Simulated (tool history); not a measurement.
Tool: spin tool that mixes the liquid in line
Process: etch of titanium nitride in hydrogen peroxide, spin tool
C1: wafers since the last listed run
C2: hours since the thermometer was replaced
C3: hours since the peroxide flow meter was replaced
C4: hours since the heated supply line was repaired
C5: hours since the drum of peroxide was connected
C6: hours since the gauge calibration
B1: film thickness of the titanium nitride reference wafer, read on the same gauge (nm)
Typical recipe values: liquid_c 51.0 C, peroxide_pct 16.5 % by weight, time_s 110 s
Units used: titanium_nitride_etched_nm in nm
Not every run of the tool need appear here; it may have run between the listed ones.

Run 1, day 0.000: usual settings; C1 0; C2 94.6; C3 36.9; C4 2989.7; C5 641.5; C6 1098.2; B1 77.228. Result: titanium_nitride_etched_nm 3.506 nm.
Run 2, day 1.079: usual settings; C1 223; C2 120.5; C3 62.8; C4 3015.6; C5 667.4; C6 1124.1; B1 77.236. Result: titanium_nitride_etched_nm 3.537 nm.
Run 3, day 1.908: usual settings; C1 171; C2 140.4; C3 82.7; C4 3035.5; C5 687.3; C6 1144.0; B1 77.195. Result: titanium_nitride_etched_nm 3.482 nm.
At day 2.600: new drum of peroxide connected.
Run 4, day 3.212: usual settings but liquid_c 61.0 C, peroxide_pct 15.0 % by weight, time_s 80 s; C1 261; C2 171.7; C3 114.0; C4 3066.8; C5 14.7; C6 1175.3; B1 77.188. Result: titanium_nitride_etched_nm 5.004 nm.
Run 5, day 4.412: usual settings; C1 248; C2 200.5; C3 142.8; C4 3095.6; C5 43.5; C6 1204.1; B1 77.169. Result: titanium_nitride_etched_nm 3.527 nm.
Run 6, day 5.029: usual settings but liquid_c 61.0 C, peroxide_pct 14.5 % by weight; C1 127; C2 215.3; C3 157.6; C4 3110.4; C5 58.3; C6 1218.9; B1 77.218. Result: titanium_nitride_etched_nm 6.849 nm.
Run 7, day 6.108: usual settings but liquid_c 57.5 C, peroxide_pct 20.5 % by weight; C1 223; C2 241.2; C3 183.5; C4 3136.3; C5 84.2; C6 1244.8; B1 77.148. Result: titanium_nitride_etched_nm 5.772 nm.
At day 6.717: gauge calibrated.
Run 8, day 6.871: usual settings but liquid_c 61.0 C, peroxide_pct 14.5 % by weight; C1 158; C2 259.5; C3 201.8; C4 3154.6; C5 102.5; C6 3.7; B1 79.677. Result: titanium_nitride_etched_nm 7.151 nm.
Run 9, day 8.362: usual settings; C1 309; C2 295.3; C3 237.6; C4 3190.4; C5 138.3; C6 39.5; B1 79.485. Result: titanium_nitride_etched_nm 3.614 nm.
Run 10, day 9.188: usual settings but peroxide_pct 15.0 % by weight, time_s 165 s; C1 171; C2 315.1; C3 257.4; C4 3210.2; C5 158.1; C6 59.3; B1 79.398. Result: titanium_nitride_etched_nm 5.291 nm.
At day 9.279: heated supply line repaired.
Run 11, day 9.842: usual settings but liquid_c 41.5 C, peroxide_pct 19.0 % by weight, time_s 140 s; C1 127; C2 330.8; C3 273.1; C4 13.5; C5 173.8; C6 75.0; B1 79.277. Result: titanium_nitride_etched_nm 2.327 nm.
Run 12, day 11.262: usual settings but liquid_c 57.0 C; C1 294; C2 364.9; C3 307.2; C4 47.6; C5 207.9; C6 109.1; B1 79.108. Result: titanium_nitride_etched_nm 5.525 nm.
Run 13, day 12.262: usual settings but liquid_c 57.0 C, time_s 90 s; C1 207; C2 388.9; C3 331.2; C4 71.6; C5 231.9; C6 133.1; B1 79.075. Result: titanium_nitride_etched_nm 4.483 nm.
Run 14, day 13.567: usual settings but peroxide_pct 20.0 % by weight, time_s 45 s; C1 270; C2 420.2; C3 362.5; C4 102.9; C5 263.2; C6 164.4; B1 78.897. Result: titanium_nitride_etched_nm 1.559 nm.
Run 15, day 15.679: usual settings but liquid_c 47.5 C, peroxide_pct 18.0 % by weight, time_s 45 s; C1 438; C2 470.9; C3 413.2; C4 153.6; C5 313.9; C6 215.1; B1 78.650. Result: titanium_nitride_etched_nm 1.167 nm.
Run 16, day 16.375: usual settings but peroxide_pct 14.5 % by weight; C1 144; C2 487.6; C3 429.9; C4 170.3; C5 330.6; C6 231.8; B1 78.610. Result: titanium_nitride_etched_nm 3.506 nm.
Run 17, day 17.346: usual settings; C1 201; C2 510.9; C3 453.2; C4 193.6; C5 353.9; C6 255.1; B1 78.562. Result: titanium_nitride_etched_nm 3.575 nm.
Run 18, day 18.038: usual settings but time_s 165 s; C1 143; C2 527.5; C3 469.8; C4 210.2; C5 370.5; C6 271.7; B1 78.538. Result: titanium_nitride_etched_nm 5.350 nm.
Run 19, day 19.121: usual settings but time_s 45 s; C1 224; C2 553.5; C3 495.8; C4 236.2; C5 396.5; C6 297.7; B1 78.398. Result: titanium_nitride_etched_nm 1.452 nm.
Run 20, day 19.742: usual settings; C1 128; C2 568.4; C3 510.7; C4 251.1; C5 411.4; C6 312.6; B1 78.302. Result: titanium_nitride_etched_nm 3.595 nm.
Run 21, day 20.683: usual settings; C1 195; C2 591.0; C3 533.3; C4 273.7; C5 434.0; C6 335.2; B1 78.282. Result: titanium_nitride_etched_nm 3.574 nm.
Run 22, day 21.783: usual settings; C1 228; C2 617.4; C3 559.7; C4 300.1; C5 460.4; C6 361.6; B1 78.219. Result: titanium_nitride_etched_nm 3.551 nm.
Run 23, day 23.067: usual settings but liquid_c 42.0 C, peroxide_pct 14.0 % by weight, time_s 160 s; C1 266; C2 648.2; C3 590.5; C4 330.9; C5 491.2; C6 392.4; B1 78.162. Result: titanium_nitride_etched_nm 2.542 nm.
Run 24, day 24.029: usual settings but peroxide_pct 18.5 % by weight, time_s 140 s; C1 199; C2 671.3; C3 613.6; C4 354.0; C5 514.3; C6 415.5; B1 78.029. Result: titanium_nitride_etched_nm 4.616 nm.
Run 25, day 25.071: usual settings but peroxide_pct 19.0 % by weight; C1 215; C2 696.3; C3 638.6; C4 379.0; C5 539.3; C6 440.5; B1 77.932. Result: titanium_nitride_etched_nm 3.604 nm.

Here are 4 independent what-if runs from the current tool condition. What would each one return?
Run A, day 25.088: usual settings; C1 3; C2 696.7; C3 639.0; C4 379.4; C5 539.7; C6 440.9; B1 ?. Result: titanium_nitride_etched_nm ?.
Run B, day 25.088: usual settings but liquid_c 47.0 C, time_s 80 s; C1 3; C2 696.7; C3 639.0; C4 379.4; C5 539.7; C6 440.9; B1 ?. Result: titanium_nitride_etched_nm ?.
Run C, day 25.088: usual settings but liquid_c 56.5 C, peroxide_pct 13.5 % by weight, time_s 170 s; C1 3; C2 696.7; C3 639.0; C4 379.4; C5 539.7; C6 440.9; B1 ?. Result: titanium_nitride_etched_nm ?.
Run D, day 25.088: usual settings but liquid_c 60.5 C, peroxide_pct 21.0 % by weight, time_s 150 s; C1 3; C2 696.7; C3 639.0; C4 379.4; C5 539.7; C6 440.9; B1 ?. Result: titanium_nitride_etched_nm ?.

run      B1  titanium_nitride_etched_nm
  A  77.971                       3.537
  B  77.971                       1.924
  C  77.971                       7.727
  D  77.971                       9.850
Take away the tool's hidden state, keep each run's random variation, and the runs would have read:
run  titanium_nitride_etched_nm
  A                       3.628
  B                       1.973
  C                       7.926
  D                      10.104

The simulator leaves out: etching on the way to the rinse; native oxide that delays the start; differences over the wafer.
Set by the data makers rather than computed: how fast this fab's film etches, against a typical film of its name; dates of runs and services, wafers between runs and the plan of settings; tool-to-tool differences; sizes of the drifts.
